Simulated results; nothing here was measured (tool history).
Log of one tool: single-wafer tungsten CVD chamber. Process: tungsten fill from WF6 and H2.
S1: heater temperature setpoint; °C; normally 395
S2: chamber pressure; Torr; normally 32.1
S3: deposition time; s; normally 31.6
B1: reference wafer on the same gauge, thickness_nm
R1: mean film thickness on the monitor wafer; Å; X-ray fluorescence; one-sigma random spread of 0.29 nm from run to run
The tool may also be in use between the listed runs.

run 1 hour=0 | S1=395 S2=32.1 S3=31.6 | B1=68.36 | R1=829.64
run 2 hour=39.9 | S1=403 S2=32.1 S3=33.2 | B1=68.255 | R1=1006.17
run 3 hour=99.1 | S1=403 S2=32.1 S3=33.2 | B1=68.228 | R1=1014.37
run 4 hour=160 | S1=395 S2=32.1 S3=31.6 | B1=68.358 | R1=833.64
run 5 hour=216.1 | S1=395 S2=32.1 S3=31.6 | B1=68.289 | R1=834.6
run 6 hour=281.4 | S1=395 S2=32.1 S3=31.6 | B1=68.32 | R1=828.89
run 7 hour=309.4 | S1=395 S2=32.1 S3=31.6 | B1=68.288 | R1=829.81
run 8 hour=441.2 | S1=395 S2=32.1 S3=31.6 | B1=68.292 | R1=830.88
run 9 hour=503.9 | S1=395 S2=32.1 S3=31.6 | B1=68.243 | R1=831.37
-- hour=522.4 thermocouple changed; heater temperature recalibrated
run 10 hour=533.6 | S1=395 S2=32.1 S3=31.6 | B1=68.343 | R1=830.5
run 11 hour=570.6 | S1=395 S2=32.1 S3=31.6 | B1=68.393 | R1=833.11
-- hour=622 gauge calibrated
-- hour=626.6 showerhead replaced
run 12 hour=637.6 | S1=395 S2=32.1 S3=31.6 | B1=68.333 | R1=829.1
run 13 hour=665 | S1=395 S2=32.1 S3=31.6 | B1=68.372 | R1=826.03
run 14 hour=733.2 | S1=400 S2=30.1 S3=33.3 | B1=68.289 | R1=927.29
run 15 hour=784.6 | S1=381 S2=34.3 S3=31.6 | B1=68.25 | R1=657.24
run 16 hour=826.2 | S1=386 S2=35.9 S3=31.6 | B1=68.364 | R1=748.38
-- hour=843.2 capacitance manometer re-zeroed and calibrated
run 17 hour=893 | S1=405 S2=24.5 S3=26.6 | B1=68.286 | R1=713.09
run 18 hour=919.8 | S1=395 S2=32.1 S3=31.6 | B1=68.346 | R1=829.19
run 19 hour=966.3 | S1=388 S2=32.1 S3=31.6 | B1=68.312 | R1=725.29
run 20 hour=1031.9 | S1=395 S2=32.1 S3=34.2 | B1=68.244 | R1=905.22
run 21 hour=1072.8 | S1=384 S2=24.5 S3=31.6 | B1=68.268 | R1=567.69
run 22 hour=1142.5 | S1=401 S2=28.3 S3=27.9 | B1=68.326 | R1=764
run 23 hour=1195.8 | S1=402 S2=32.1 S3=37.1 | B1=68.321 | R1=1116.88
run 24 hour=1260 | S1=395 S2=32.1 S3=31.6 | B1=68.309 | R1=829.83
run 25 hour=1288.4 | S1=390 S2=27 S3=27.2 | B1=68.281 | R1=583.37
run 26 hour=1341.2 | S1=395 S2=32.1 S3=31.6 | B1=68.329 | R1=833.36
run 27 hour=1368.3 | S1=382 S2=36.9 S3=31.6 | B1=68.199 | R1=696.05

Branching from run 27: 5 alternative next runs. What would each branch give?
run A hour=1368.7 | S1=395 S2=32.1 S3=29.6 | B1=? | R1=?
run B hour=1368.7 | S1=404 S2=37.6 S3=31.6 | B1=? | R1=?
run C hour=1368.7 | S1=410 S2=29 S3=31.6 | B1=? | R1=?
run D hour=1368.7 | S1=382 S2=28 S3=26.7 | B1=? | R1=?
run E hour=1368.7 | S1=395 S2=32.1 S3=34.1 | B1=? | R1=?

run=A B1=68.349 R1=777.93
run=B B1=68.349 R1=1070.38
run=C B1=68.349 R1=1023.41
run=D B1=68.349 R1=502.67
run=E B1=68.349 R1=896.69
With no hidden state in the tool, these same runs would have given:
run=A R1=777.93
run=B R1=1070.38
run=C R1=1023.41
run=D R1=502.67
run=E R1=896.69
